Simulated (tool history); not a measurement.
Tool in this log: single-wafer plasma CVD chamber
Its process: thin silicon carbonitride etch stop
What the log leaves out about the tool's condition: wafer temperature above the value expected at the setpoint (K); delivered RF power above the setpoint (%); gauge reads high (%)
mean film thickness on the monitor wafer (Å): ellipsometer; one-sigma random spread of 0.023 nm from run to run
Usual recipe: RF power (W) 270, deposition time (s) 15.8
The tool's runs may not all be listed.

run    hour  RF power (W)  deposition time (s)  wafers since the last listed run  hours since the last thermocouple change  hours since the last RF generator calibration  hours since the showerhead was replaced  hours since the gauge calibration  read-back reference wafer on the same gauge, thickness_nm  mean film thickness on the monitor wafer (Å)
  1       0           270                 13.9                                 0                                    1197.6                                          128.8                                   2119.4                             2596.8                                                      8.783                                         75.44
  2      73           270                 15.8                              2343                                    1270.6                                          201.8                                   2192.4                             2669.8                                                      8.777                                            86
  3   136.2           270                 15.8                              2028                                    1333.8                                            265                                   2255.6                               2733                                                       8.79                                         85.92
  4   231.1           270                 15.8                              3046                                    1428.7                                          359.9                                   2350.5                             2827.9                                                      8.777                                         85.53
  5   323.3           270                 15.8                              2959                                    1520.9                                          452.1                                   2442.7                             2920.1                                                      8.774                                         85.11
  6   399.9           270                 15.8                              2459                                    1597.5                                          528.7                                   2519.3                             2996.7                                                      8.777                                          85.2
  7   440.4           270                 15.8                              1300                                      1638                                          569.2                                   2559.8                             3037.2                                                      8.784                                          84.9
      485.9  -- gauge calibrated
  8   536.2           270                 15.8                              3075                                    1733.8                                            665                                   2655.6                               50.3                                                      8.782                                         84.75
  9   584.6           270                 15.8                              1553                                    1782.2                                          713.4                                     2704                               98.7                                                      8.781                                          84.6
 10     667           270                 15.8                              2645                                    1864.6                                          795.8                                   2786.4                              181.1                                                      8.784                                         84.23
 11   711.9           295                 15.8                              1441                                    1909.5                                          840.7                                   2831.3                                226                                                      8.783                                         87.61
 12   767.5           295                 15.8                              1784                                    1965.1                                          896.3                                   2886.9                              281.6                                                      8.788                                         87.32
 13   814.1           295                 15.8                              1494                                    2011.7                                          942.9                                   2933.5                              328.2                                                      8.789                                         87.05
      822.1  -- RF generator calibrated
 14   880.3           250                 16.6                              1869                                    2077.9                                           58.2                                   2999.7                              394.4                                                      8.776                                         86.67
 15   968.2           270                 15.8                              2821                                    2165.8                                          146.1                                   3087.6                              482.3                                                      8.786                                         85.59
 16  1050.4           290                 15.8                              2638                                      2248                                          228.3                                   3169.8                              564.5                                                      8.781                                         88.44
 17  1097.6           240                 12.9                              1515                                    2295.2                                          275.5                                     3217                              611.7                                                      8.782                                         65.57
 18  1135.6           270                 15.8                              1219                                    2333.2                                          313.5                                     3255                              649.7                                                      8.784                                         85.52
     1190.3  -- thermocouple changed; heater temperature recalibrated
 19  1190.8           270                 13.1                              1515                                       0.5                                          368.7                                   3310.2                              704.9                                                      8.781                                         70.55
     1233.2  -- showerhead replaced
 20  1233.7           220                 18.7                              1120                                      43.4                                          411.6                                      0.5                              747.8                                                      8.768                                         89.65

Predict the results of run 21:
 21  1271.2           285                 13.3                              1203                                      80.9                                          449.1                                       38                              785.3                                                          ?                                             ?

{"run 21": {"read-back reference wafer on the same gauge, thickness_nm": 8.785, "mean film thickness on the monitor wafer (Å)": 73.51}}
Minus the tool's unlogged condition, the same run would have read mean film thickness on the monitor wafer (Å) 74.37.

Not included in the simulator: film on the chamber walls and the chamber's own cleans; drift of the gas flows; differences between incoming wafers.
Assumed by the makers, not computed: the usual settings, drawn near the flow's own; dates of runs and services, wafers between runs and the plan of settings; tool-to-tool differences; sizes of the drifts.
